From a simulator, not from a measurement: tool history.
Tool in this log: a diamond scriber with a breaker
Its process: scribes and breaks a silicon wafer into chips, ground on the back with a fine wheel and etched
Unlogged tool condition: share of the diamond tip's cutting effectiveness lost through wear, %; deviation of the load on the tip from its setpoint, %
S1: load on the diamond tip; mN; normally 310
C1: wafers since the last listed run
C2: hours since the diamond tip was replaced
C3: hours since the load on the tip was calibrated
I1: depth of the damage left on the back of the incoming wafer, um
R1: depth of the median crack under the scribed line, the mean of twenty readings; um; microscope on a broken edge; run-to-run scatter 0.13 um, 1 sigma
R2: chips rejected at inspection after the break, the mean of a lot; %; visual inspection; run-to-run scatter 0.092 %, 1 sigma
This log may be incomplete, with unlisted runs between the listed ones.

run     day   S1   C1     C2     C3    I1    R1     R2
  1       0  310    0  319.8  716.9  0.48  7.51   1.87
  2   0.412  310   24  329.7  726.8  0.68  7.72   2.28
  3   0.696  363   16  336.5  733.6  0.33  8.65    2.1
  4   1.225  363   30  349.2  746.3  0.63  8.83   1.84
  5   1.779  310   32  362.5  759.6  0.69  7.33   2.23
  6   2.208  310   25  372.8  769.9  0.33  7.35   2.32
  7   2.804  310   34  387.1  784.2  0.56  7.56   2.08
  8   3.079  310   16  393.7  790.8  0.35  7.26   2.56
  9    3.55  242   27    405  802.1  0.66  5.86  14.55
 10   3.821  310   15  411.5  808.6  0.53  7.45   2.37
 11   4.496  310   39  427.7  824.8  0.61  7.45   2.82
 12   4.988  310   28  439.5  836.6  0.57  7.34   3.26
 13   5.292  310   17  446.8  843.9  0.31  7.25   3.17
 14   5.617  310   18  454.6  851.7  0.37  7.41   2.79
      7.017  -- load on the tip recalibrated
 15   7.604  310  111  502.3   14.1  0.69  8.18   1.41
 16   8.017  310   24  512.2     24  0.62  8.11   1.21
 17    8.35  310   19  520.2     32  0.71  8.22   1.27
 18   8.954  310   35  534.7   46.5  0.64  8.48   1.31
 19   9.254  310   17  541.9   53.7  0.74  8.18   1.14
 20    9.55  310   17    549   60.8  0.47  8.26   1.25
 21    9.85  377   17  556.2     68  0.43   9.9   7.58
     10.046  -- diamond tip replaced by a new one
 22  10.446  310   29    9.6   82.3  0.43  8.11   1.26
 23  11.012  264   33   23.2   95.9  0.31  7.23   3.92
 24  11.354  360   19   31.4  104.1  0.32  9.46   5.14
 25  11.979  278   36   46.4  119.1  0.79  7.22   2.31
 26  12.638  240   38   62.2  134.9   0.7  6.17  10.85
 27  13.004  310   21     71  143.7  0.74  8.24   1.25
 28  13.617  338   35   85.7  158.4  0.33  8.54   2.58
 29  14.062  310   25   96.4  169.1  0.79  8.11   1.15
 30  14.625  231   32  109.9  182.6   0.6  6.29  12.92
 31  15.058  269   25  120.3    193  0.35  7.15   3.91
 32  15.417  219   20  128.9  201.6  0.32  5.92  18.02
 33  15.988  284   33  142.6  215.3  0.37  7.49   2.42
 34  16.517  310   30  155.3    228  0.54  8.37   1.31
 35  17.167  275   37  170.9  243.6  0.74  7.25   3.04
 36  17.488  380   18  178.6  251.3  0.63  9.51   6.67
 37  18.012  310   30  191.2  263.9  0.34  8.14    1.3
 38  18.283  279   15  197.7  270.4  0.51  7.46   2.76
 39   18.75  250   27  208.9  281.6  0.41  6.51   7.77
 40  19.292  366   31  221.9  294.6  0.78  9.56   5.12
 41  19.812  273   30  234.4  307.1  0.64  7.28   3.77

Hidden state at the last listed run before each entry between runs and at the first one after, where it differs:
From run 14 to run 15: load on the tip recalibrated (day 7.017)
  deviation of the load on the tip from its setpoint, %: -10.5 -> 1.5
  measured value less the no-hidden-state value, R1: -0.79 -> +0.11 um; R2: +1.66 -> +0.04 %
From run 21 to run 22: diamond tip replaced by a new one (day 10.046)
  deviation of the load on the tip from its setpoint, %: 1.43 -> 1.4
  measured value less the no-hidden-state value, R1: +0.12 -> +0.1 um; R2: +0.81 -> +0.02 %

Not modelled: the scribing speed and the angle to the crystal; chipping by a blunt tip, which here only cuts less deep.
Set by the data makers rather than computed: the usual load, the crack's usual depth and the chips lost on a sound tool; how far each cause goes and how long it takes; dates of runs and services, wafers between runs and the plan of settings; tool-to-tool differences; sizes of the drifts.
